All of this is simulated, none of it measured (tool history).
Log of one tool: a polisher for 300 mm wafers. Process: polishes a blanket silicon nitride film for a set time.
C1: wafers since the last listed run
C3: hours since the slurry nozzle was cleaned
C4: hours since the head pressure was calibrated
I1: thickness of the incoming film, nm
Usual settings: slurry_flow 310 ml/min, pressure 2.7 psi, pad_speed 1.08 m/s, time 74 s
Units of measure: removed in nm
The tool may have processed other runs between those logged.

Run 1, hour 0.0: usual settings but pressure 3.0 psi; C1 0; wafers polished on this pad 200; C3 178.4; C4 1373.3; I1 499.6. Result: removed 136.7 nm.
Run 2, hour 16.9: usual settings; C1 136; wafers polished on this pad 336; C3 195.3; C4 1390.2; I1 506.3. Result: removed 124.4 nm.
Run 3, hour 26.2: usual settings; C1 74; wafers polished on this pad 411; C3 204.6; C4 1399.5; I1 498.3. Result: removed 124.8 nm.
Run 4, hour 43.2: usual settings; C1 137; wafers polished on this pad 548; C3 221.6; C4 1416.5; I1 491.3. Result: removed 124.9 nm.
Run 5, hour 60.4: usual settings but pad_speed 0.86 m/s, time 93 s; C1 138; wafers polished on this pad 687; C3 238.8; C4 1433.7; I1 507.8. Result: removed 128.9 nm.
At hour 85.1: head pressure recalibrated.
Run 6, hour 89.1: usual settings but pad_speed 0.86 m/s, time 93 s; C1 215; wafers polished on this pad 902; C3 267.5; C4 4.0; I1 508.9. Result: removed 132.0 nm.
At hour 91.3: slurry nozzle cleaned.
Run 7, hour 103.3: usual settings but pad_speed 0.86 m/s, time 93 s; C1 106; wafers polished on this pad 1008; C3 12.0; C4 18.2; I1 497.3. Result: removed 129.5 nm.
Run 8, hour 114.0: usual settings but pad_speed 1.28 m/s; C1 86; wafers polished on this pad 1095; C3 22.7; C4 28.9; I1 505.5. Result: removed 142.1 nm.
Run 9, hour 129.3: usual settings; C1 123; wafers polished on this pad 1218; C3 38.0; C4 44.2; I1 507.0. Result: removed 125.6 nm.
At hour 133.8: worn pad replaced by a new one.
Run 10, hour 164.8: usual settings but slurry_flow 240 ml/min, pressure 3.4 psi, time 62 s; C1 254; wafers polished on this pad 249; C3 73.5; C4 79.7; I1 499.6. Result: removed 126.0 nm.
Run 11, hour 179.3: usual settings but pad_speed 0.84 m/s, time 64 s; C1 116; wafers polished on this pad 366; C3 88.0; C4 94.2; I1 496.1. Result: removed 88.8 nm.
Run 12, hour 185.6: usual settings but slurry_flow 355 ml/min, pad_speed 1.46 m/s, time 96 s; C1 50; wafers polished on this pad 417; C3 94.3; C4 100.5; I1 498.3. Result: removed 209.1 nm.
Run 13, hour 202.5: usual settings; C1 136; wafers polished on this pad 553; C3 111.2; C4 117.4; I1 499.2. Result: removed 123.0 nm.
Run 14, hour 211.2: usual settings but slurry_flow 370 ml/min, pressure 3.6 psi, pad_speed 0.82 m/s, time 93 s; C1 70; wafers polished on this pad 624; C3 119.9; C4 126.1; I1 498.5. Result: removed 171.8 nm.

Consider 5 possible next runs. They are alternatives, not a sequence: every one starts from the tool as it was left by run 14. What does each give?
Run A, hour 211.7: usual settings but slurry_flow 265 ml/min; C1 4; wafers polished on this pad 628; C3 120.4; C4 126.6; I1 490.9. Result: removed ?.
Run B, hour 211.7: usual settings but time 90 s; C1 4; wafers polished on this pad 628; C3 120.4; C4 126.6; I1 490.9. Result: removed ?.
Run C, hour 211.7: usual settings but slurry_flow 205 ml/min, pressure 3.1 psi, pad_speed 0.80 m/s, time 97 s; C1 4; wafers polished on this pad 628; C3 120.4; C4 126.6; I1 490.9. Result: removed ?.
Run D, hour 211.7: usual settings but time 94 s; C1 4; wafers polished on this pad 628; C3 120.4; C4 126.6; I1 490.9. Result: removed ?.
Run E, hour 211.7: usual settings but pressure 2.2 psi, pad_speed 0.76 m/s; C1 4; wafers polished on this pad 628; C3 120.4; C4 126.6; I1 490.9. Result: removed ?.

run  removed
  A    121.1
  B    149.7
  C    138.9
  D    156.3
  E     75.7
What these runs would have given with no unlogged condition in the tool:
run  removed
  A    121.1
  B    149.7
  C    138.9
  D    156.3
  E     75.7
